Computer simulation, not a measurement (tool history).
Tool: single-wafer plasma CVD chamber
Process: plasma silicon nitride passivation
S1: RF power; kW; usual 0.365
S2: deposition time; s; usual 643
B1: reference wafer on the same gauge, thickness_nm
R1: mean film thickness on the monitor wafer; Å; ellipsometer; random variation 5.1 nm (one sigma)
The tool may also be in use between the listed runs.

run    hour     S1   S2        B1        R1
  1       0  0.365  643  1002.051   8795.74
  2   102.2  0.365  643  1002.632   8775.99
  3     156  0.365  643  1003.935   8747.19
  4   217.6  0.365  573  1000.769   7814.09
  5     277  0.365  573  1001.123   7849.12
  6   331.7    0.4  729  1000.559  10148.22
  7   379.5    0.4  729   1001.45  10108.01
  8   440.4    0.4  729  1002.542  10231.94
  9     469  0.365  643  1002.355   8786.07
 10   523.9  0.365  643  1002.571   8801.45
 11   548.9  0.365  643  1002.165   8773.66
 12   608.2  0.365  643  1003.638   8836.44
 13   647.1  0.365  643  1001.427    8810.1
 14   684.7  0.365  643  1001.912   8805.64
 15   740.1  0.365  589  1002.165   8004.63
 16   796.5  0.365  589  1003.431   8101.42
 17   855.5  0.365  643  1002.127   8797.43
 18   895.5  0.365  643  1001.201   8800.22
 19   923.3  0.365  643  1002.238   8764.65
 20  1102.2  0.365  643  1001.043   8746.25
 21  1159.8  0.395  575  1001.494   8054.79
 22  1199.2  0.365  643   1002.31   8772.83
 23  1252.8  0.335  580  1001.307   7857.92
 24  1317.4  0.405  643   999.883   9070.94
 25  1342.5  0.365  643  1001.689   8791.43
 26  1399.8  0.365  533  1001.405   7313.09
 27  1452.1  0.365  643  1002.081   8877.11
 28  1499.3  0.365  589  1000.844   8108.81
 29  1540.1  0.365  533  1003.537   7270.61
 30  1585.2  0.405  746  1001.594   10481.7
 31  1655.8  0.335  735  1001.877   9864.16
 32  1698.9    0.3  643  1002.276   8480.59
 33  1752.7  0.385  549  1000.937   7646.88
 34  1819.1  0.425  517   1003.05   7314.76
 35  1850.7  0.335  546  1001.234   7376.28
 36  1921.9  0.365  643  1002.926   8788.31
 37  1947.6   0.32  680   1002.52   9020.29
 38    2003   0.43  544  1000.599   7641.75
 39  2041.9  0.295  567    1003.5    7451.9
 40  2111.2  0.425  517  1003.096   7310.71

Taken out of this log: 3 entries between the listed runs. Where each belongs, and how the hidden state differs across it:
Between runs 12 and 13: RF generator calibrated (hour 646.6)
  no hidden state differs between the two runs
Between runs 14 and 15: showerhead replaced (hour 730.4)
  no hidden state differs between the two runs
Between runs 20 and 21: gauge calibrated (hour 1147.5)
  no hidden state differs between the two runs
